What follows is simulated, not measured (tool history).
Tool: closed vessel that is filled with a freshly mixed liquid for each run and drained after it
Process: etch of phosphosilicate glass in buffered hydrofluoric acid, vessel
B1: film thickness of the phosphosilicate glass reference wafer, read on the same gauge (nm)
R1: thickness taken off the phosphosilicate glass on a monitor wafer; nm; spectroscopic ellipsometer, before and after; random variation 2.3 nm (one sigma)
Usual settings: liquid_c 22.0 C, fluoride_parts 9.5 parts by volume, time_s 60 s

Run 1, hour 0.0: usual settings but liquid_c 23.0 C, time_s 80 s; B1 119.98. Result: R1 333.82 nm.
Run 2, hour 97.2: usual settings; B1 119.97. Result: R1 233.00 nm.
Run 3, hour 179.5: usual settings but fluoride_parts 11.5 parts by volume, time_s 75 s; B1 119.95. Result: R1 249.49 nm.
Run 4, hour 262.7: usual settings but time_s 50 s; B1 119.98. Result: R1 196.01 nm.
Run 5, hour 370.5: usual settings but time_s 50 s; B1 119.99. Result: R1 195.01 nm.
At hour 410.3: gauge calibrated.
Run 6, hour 452.6: usual settings; B1 119.97. Result: R1 230.50 nm.
At hour 459.9: hydrofluoric acid flow meter replaced.
Run 7, hour 559.9: usual settings; B1 120.01. Result: R1 229.52 nm.
Run 8, hour 633.5: usual settings; B1 120.04. Result: R1 224.67 nm.
Run 9, hour 707.8: usual settings; B1 120.01. Result: R1 227.41 nm.
Run 10, hour 745.0: usual settings; B1 120.00. Result: R1 229.49 nm.
Run 11, hour 826.3: usual settings; B1 119.93. Result: R1 226.38 nm.
Run 12, hour 897.8: usual settings but liquid_c 18.5 C, fluoride_parts 7.5 parts by volume, time_s 95 s; B1 119.96. Result: R1 369.79 nm.
Run 13, hour 1010.6: usual settings but liquid_c 18.5 C, fluoride_parts 7.5 parts by volume, time_s 95 s; B1 119.99. Result: R1 363.28 nm.
At hour 1087.4: hydrofluoric acid flow meter replaced.
Run 14, hour 1108.4: usual settings but fluoride_parts 12.5 parts by volume; B1 120.04. Result: R1 174.59 nm.
Run 15, hour 1206.9: usual settings but liquid_c 25.0 C, fluoride_parts 11.5 parts by volume; B1 119.94. Result: R1 221.15 nm.
Run 16, hour 1268.1: usual settings but fluoride_parts 12.0 parts by volume, time_s 30 s; B1 119.97. Result: R1 89.40 nm.
Run 17, hour 1323.7: usual settings but liquid_c 19.0 C, fluoride_parts 8.0 parts by volume, time_s 95 s; B1 119.99. Result: R1 346.05 nm.
Run 18, hour 1410.2: usual settings but fluoride_parts 12.5 parts by volume; B1 120.01. Result: R1 170.88 nm.
Run 19, hour 1464.1: usual settings but time_s 85 s; B1 120.00. Result: R1 310.45 nm.
Run 20, hour 1558.3: usual settings but fluoride_parts 6.0 parts by volume, time_s 80 s; B1 120.01. Result: R1 452.59 nm.
Run 21, hour 1662.8: usual settings; B1 120.01. Result: R1 211.93 nm.
At hour 1812.5: hydrofluoric acid flow meter replaced.
At hour 1816.3: thermometer replaced.
Run 22, hour 1816.8: usual settings but liquid_c 23.5 C; B1 120.01. Result: R1 255.57 nm.
Run 23, hour 1855.6: usual settings but time_s 35 s; B1 120.01. Result: R1 138.68 nm.
Run 24, hour 1952.0: usual settings but liquid_c 19.5 C; B1 119.96. Result: R1 204.93 nm.
Run 25, hour 1990.0: usual settings but fluoride_parts 13.5 parts by volume; B1 119.98. Result: R1 171.11 nm.
Run 26, hour 2066.7: usual settings but liquid_c 27.0 C, fluoride_parts 11.5 parts by volume; B1 119.95. Result: R1 259.61 nm.
Run 27, hour 2124.2: usual settings but liquid_c 24.0 C, fluoride_parts 8.0 parts by volume, time_s 50 s; B1 120.00. Result: R1 254.24 nm.
Run 28, hour 2204.7: usual settings but liquid_c 26.0 C, fluoride_parts 7.0 parts by volume, time_s 70 s; B1 119.98. Result: R1 461.79 nm.
Run 29, hour 2269.8: usual settings but liquid_c 18.5 C, time_s 90 s; B1 119.99. Result: R1 286.53 nm.
Run 30, hour 2329.8: usual settings but liquid_c 26.5 C, time_s 30 s; B1 120.02. Result: R1 149.07 nm.
Run 31, hour 2373.6: usual settings; B1 120.02. Result: R1 227.43 nm.
Run 32, hour 2446.1: usual settings but fluoride_parts 7.5 parts by volume, time_s 90 s; B1 119.95. Result: R1 429.66 nm.

4 ways to go on from here, each from the tool as it stands after run 32. What would each give?
Run A, hour 2446.8: usual settings but time_s 75 s; B1 ?. Result: R1 ?.
Run B, hour 2446.8: usual settings but liquid_c 26.5 C, fluoride_parts 6.5 parts by volume, time_s 80 s; B1 ?. Result: R1 ?.
Run C, hour 2446.8: usual settings but liquid_c 26.0 C, time_s 50 s; B1 ?. Result: R1 ?.
Run D, hour 2446.8: usual settings but fluoride_parts 6.5 parts by volume; B1 ?. Result: R1 ?.

run      B1      R1
  A  120.01  285.50
  B  120.01  564.17
  C  120.01  237.03
  D  120.01  330.83
Without the tool's hidden state the same runs would have given:
run      R1
  A  300.93
  B  593.70
  C  249.50
  D  348.68
